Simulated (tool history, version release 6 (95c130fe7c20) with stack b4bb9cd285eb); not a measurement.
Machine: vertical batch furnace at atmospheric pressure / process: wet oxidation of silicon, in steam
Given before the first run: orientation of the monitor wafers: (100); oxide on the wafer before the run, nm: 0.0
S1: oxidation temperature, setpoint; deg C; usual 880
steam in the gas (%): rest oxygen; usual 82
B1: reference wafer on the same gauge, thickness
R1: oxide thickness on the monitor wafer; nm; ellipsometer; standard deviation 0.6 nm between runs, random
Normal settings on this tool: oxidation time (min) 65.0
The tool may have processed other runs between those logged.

Run 1, day 0.000: usual settings but S1 864 deg C; B1 117.85. Result: R1 92.92 nm.
Run 2, day 1.596: usual settings but oxidation time (min) 56.5; B1 117.99. Result: R1 105.14 nm.
Run 3, day 5.412: usual settings but oxidation time (min) 56.5; B1 117.88. Result: R1 106.90 nm.
Run 4, day 7.204: usual settings but oxidation time (min) 56.5; B1 117.97. Result: R1 106.21 nm.
Run 5, day 9.021: usual settings but S1 863 deg C, steam in the gas (%) 73; B1 118.10. Result: R1 82.56 nm.
Run 6, day 11.246: usual settings; B1 118.11. Result: R1 120.36 nm.
Run 7, day 14.462: usual settings; B1 118.04. Result: R1 120.93 nm.
Run 8, day 18.942: usual settings but oxidation time (min) 76.5; B1 118.16. Result: R1 140.85 nm.
Run 9, day 21.767: usual settings but oxidation time (min) 76.5; B1 118.06. Result: R1 141.31 nm.
Run 10, day 23.471: usual settings but oxidation time (min) 76.5; B1 118.11. Result: R1 140.75 nm.
Run 11, day 26.500: usual settings; B1 117.87. Result: R1 121.65 nm.
Run 12, day 28.646: usual settings; B1 118.14. Result: R1 120.60 nm.
Run 13, day 30.400: usual settings but oxidation time (min) 47.0; B1 118.04. Result: R1 89.85 nm.
Run 14, day 34.846: usual settings but S1 858 deg C; B1 118.11. Result: R1 84.11 nm.
Run 15, day 39.154: usual settings but S1 867 deg C, steam in the gas (%) 73; B1 117.87. Result: R1 87.71 nm.
Run 16, day 42.583: usual settings but oxidation time (min) 87.5, steam in the gas (%) 74; B1 118.00. Result: R1 145.06 nm.
At day 45.325: thermocouples replaced and temperature profile calibrated.
At day 46.688: gauge calibrated.
Run 17, day 53.829: usual settings; B1 118.08. Result: R1 112.74 nm.
At day 58.542: steam generator serviced.
Run 18, day 59.596: usual settings but S1 891 deg C; B1 117.99. Result: R1 133.87 nm.
Run 19, day 63.100: usual settings but S1 863 deg C, oxidation time (min) 36.5, steam in the gas (%) 72; B1 118.16. Result: R1 43.08 nm.
Run 20, day 76.367: usual settings but S1 889 deg C, steam in the gas (%) 73; B1 117.99. Result: R1 118.68 nm.

Predict each of these 3 candidate next runs independently; none follows another, all start after run 20:
Run A, day 76.604: usual settings but steam in the gas (%) 73; B1 ?. Result: R1 ?.
Run B, day 76.604: usual settings but S1 857 deg C, steam in the gas (%) 71; B1 ?. Result: R1 ?.
Run C, day 76.604: usual settings but S1 896 deg C, steam in the gas (%) 86; B1 ?. Result: R1 ?.

run      B1      R1
  A  117.93  102.97
  B  117.93   68.11
  C  117.93  152.99
Without the tool's unlogged condition, the same runs would have read:
run      R1
  A   99.53
  B   65.62
  C  148.34
